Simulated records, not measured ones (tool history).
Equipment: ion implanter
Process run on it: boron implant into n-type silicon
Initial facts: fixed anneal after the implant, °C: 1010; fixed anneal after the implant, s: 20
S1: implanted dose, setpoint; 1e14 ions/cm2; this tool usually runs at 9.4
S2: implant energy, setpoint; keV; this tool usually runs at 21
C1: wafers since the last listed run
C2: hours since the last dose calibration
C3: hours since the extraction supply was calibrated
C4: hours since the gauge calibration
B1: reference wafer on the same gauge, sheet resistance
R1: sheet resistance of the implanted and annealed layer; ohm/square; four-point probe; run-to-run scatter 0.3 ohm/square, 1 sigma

run,day,S1,S2,C1,C2,C3,C4,B1,R1
1,0,9.4,21,0,1728.2,3517.7,218.6,146.85,128.61
2,0.983,9.4,21,356,1751.8,3541.3,242.2,147.02,129.06
3,2.2,9.4,21,441,1781,3570.5,271.4,147.03,128.79
4,3.55,9.4,21,489,1813.4,3602.9,303.8,147,128.07
5,4.208,9.4,21,238,1829.2,3618.7,319.6,147.04,128.77
# day 4.517: gauge calibrated
6,5.367,9.4,21,419,1857,3646.5,20.4,147.11,128.35
7,6.862,9.4,21,542,1892.9,3682.4,56.3,146.98,128.45
8,7.438,9.4,21,208,1906.7,3696.2,70.1,146.96,129.26
9,8.558,9.4,21,406,1933.6,3723.1,97,146.97,128.77
10,9.725,9.4,21,422,1961.6,3751.1,125,147.14,128.69
# day 12.021: extraction supply calibrated
11,13.162,9.4,21,1125,2044.1,27.4,207.5,146.94,129.06
12,14.238,9.4,21,389,2069.9,53.2,233.3,147.08,128.45
# day 15.488: Faraday cup replaced and dose calibrated
13,15.508,10.63,26.5,339,0.5,83.7,263.8,147.05,116.89
14,16.458,9.4,28,344,23.3,106.5,286.6,146.96,128.94
15,17.658,9.4,21,435,52.1,135.3,315.4,147.07,132.31
16,18.2,10.54,18,196,65.1,148.3,328.4,146.99,121.83
17,18.754,9.4,23.5,200,78.4,161.6,341.7,147.06,131.18
# day 19.417: gauge calibrated
18,19.488,8.21,24.5,265,96,179.2,1.7,147.05,146.31
# day 19.921: Faraday cup replaced and dose calibrated, repeated, since the last time left the tool worse
19,20.283,9.4,21,167,8.7,198.3,20.8,147.25,125.49
20,21.7,10.4,18.5,513,42.7,232.3,54.8,146.92,117.49
21,22.612,9.4,21,330,64.6,254.2,76.7,146.89,125.96
22,23.7,9.4,21,394,90.7,280.3,102.8,147.15,126.03
23,24.2,9.4,21,181,102.7,292.3,114.8,147.03,126.22
24,25.092,8.24,21,323,124.1,313.7,136.2,147.06,141.35
25,25.742,7.47,28,235,139.7,329.3,151.8,147.05,149.48
26,26.829,7.71,16,394,165.8,355.4,177.9,146.94,153.94
27,27.683,8.29,17.5,309,186.3,375.9,198.4,146.9,142.99

Each row is a separate what-if for the run after 27, all from the same tool condition, not one after another. Results?
A,27.7,9.4,27.5,6,186.7,376.3,198.8,?,?
B,27.7,7.26,18,6,186.7,376.3,198.8,?,?
C,27.7,12.18,21,6,186.7,376.3,198.8,?,?

run,B1,R1
A,146.94,123.81
B,146.94,159.99
C,146.94,102.54
Without the tool's hidden state the same runs would have given:
run,R1
A,122.7
B,158.5
C,101.69
